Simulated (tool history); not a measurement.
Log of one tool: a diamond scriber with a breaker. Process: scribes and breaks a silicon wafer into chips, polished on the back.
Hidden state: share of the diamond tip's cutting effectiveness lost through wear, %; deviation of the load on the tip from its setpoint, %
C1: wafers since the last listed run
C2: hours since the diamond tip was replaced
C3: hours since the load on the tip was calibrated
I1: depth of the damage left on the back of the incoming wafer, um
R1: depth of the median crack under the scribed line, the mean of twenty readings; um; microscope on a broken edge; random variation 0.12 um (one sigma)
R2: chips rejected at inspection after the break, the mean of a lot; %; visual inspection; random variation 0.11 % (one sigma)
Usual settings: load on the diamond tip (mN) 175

{"run": 1, "hour": 0.0, "load on the diamond tip (mN)": 175, "C1": 0, "C2": 425.3, "C3": 313.2, "I1": 0.03, "R1": 7.41, "R2": 5.64}
{"run": 2, "hour": 29.8, "load on the diamond tip (mN)": 175, "C1": 250, "C2": 455.1, "C3": 343.0, "I1": 0.04, "R1": 7.37, "R2": 5.77}
{"run": 3, "hour": 45.2, "load on the diamond tip (mN)": 175, "C1": 129, "C2": 470.5, "C3": 358.4, "I1": 0.02, "R1": 7.17, "R2": 6.27}
{"run": 4, "hour": 81.0, "load on the diamond tip (mN)": 205, "C1": 301, "C2": 506.3, "C3": 394.2, "I1": 0.05, "R1": 8.13, "R2": 2.88}
{"run": 5, "hour": 112.2, "load on the diamond tip (mN)": 205, "C1": 262, "C2": 537.5, "C3": 425.4, "I1": 0.01, "R1": 8.03, "R2": 3.17}
{"run": 6, "hour": 136.7, "load on the diamond tip (mN)": 205, "C1": 206, "C2": 562.0, "C3": 449.9, "I1": 0.04, "R1": 8.11, "R2": 3.31}
{"run": 7, "hour": 152.6, "load on the diamond tip (mN)": 161, "C1": 133, "C2": 577.9, "C3": 465.8, "I1": 0.02, "R1": 6.64, "R2": 11.11}
{"run": 8, "hour": 176.4, "load on the diamond tip (mN)": 175, "C1": 200, "C2": 601.7, "C3": 489.6, "I1": 0.04, "R1": 6.95, "R2": 8.38}
{"run": 9, "hour": 209.9, "load on the diamond tip (mN)": 159, "C1": 282, "C2": 635.2, "C3": 523.1, "I1": 0.05, "R1": 6.53, "R2": 11.84}
{"run": 10, "hour": 225.3, "load on the diamond tip (mN)": 216, "C1": 129, "C2": 650.6, "C3": 538.5, "I1": 0.01, "R1": 8.17, "R2": 2.7}
{"hour": 250.0, "done": "load on the tip recalibrated"}
{"run": 11, "hour": 260.2, "load on the diamond tip (mN)": 221, "C1": 277, "C2": 685.5, "C3": 10.2, "I1": 0.05, "R1": 9.23, "R2": 2.39}
{"run": 12, "hour": 286.0, "load on the diamond tip (mN)": 202, "C1": 217, "C2": 711.3, "C3": 36.0, "I1": 0.04, "R1": 8.54, "R2": 2.17}
{"run": 13, "hour": 313.5, "load on the diamond tip (mN)": 158, "C1": 231, "C2": 738.8, "C3": 63.5, "I1": 0.02, "R1": 7.09, "R2": 7.39}
{"hour": 350.9, "done": "diamond tip replaced by a new one"}
{"run": 14, "hour": 351.4, "load on the diamond tip (mN)": 175, "C1": 302, "C2": 0.5, "C3": 101.4, "I1": 0.04, "R1": 8.25, "R2": 2.48}
{"run": 15, "hour": 452.6, "load on the diamond tip (mN)": 213, "C1": 852, "C2": 101.7, "C3": 202.6, "I1": 0.03, "R1": 9.33, "R2": 2.2}
{"run": 16, "hour": 470.3, "load on the diamond tip (mN)": 175, "C1": 149, "C2": 119.4, "C3": 220.3, "I1": 0.02, "R1": 8.08, "R2": 3.11}
{"run": 17, "hour": 498.3, "load on the diamond tip (mN)": 175, "C1": 235, "C2": 147.4, "C3": 248.3, "I1": 0.05, "R1": 7.77, "R2": 3.17}
{"run": 18, "hour": 522.0, "load on the diamond tip (mN)": 132, "C1": 199, "C2": 171.1, "C3": 272.0, "I1": 0.05, "R1": 6.42, "R2": 12.74}
{"run": 19, "hour": 537.6, "load on the diamond tip (mN)": 175, "C1": 131, "C2": 186.7, "C3": 287.6, "I1": 0.04, "R1": 7.69, "R2": 3.67}

Hidden state or all else? Some run-to-run changes of R1, split into what the settings, what came in and random variation would give without the hidden state, and what is left for the hidden state (with any gauge scatter that isn't in both results):
Run 9 -> 10: load on the diamond tip (mN) 159 -> 216. R1 +1.64 um: hidden state -0.47, all else +2.11.
Run 10 -> 11: load on the diamond tip (mN) 216 -> 221, load on the tip recalibrated. R1 +1.06 um: hidden state +1.08, all else -0.02.

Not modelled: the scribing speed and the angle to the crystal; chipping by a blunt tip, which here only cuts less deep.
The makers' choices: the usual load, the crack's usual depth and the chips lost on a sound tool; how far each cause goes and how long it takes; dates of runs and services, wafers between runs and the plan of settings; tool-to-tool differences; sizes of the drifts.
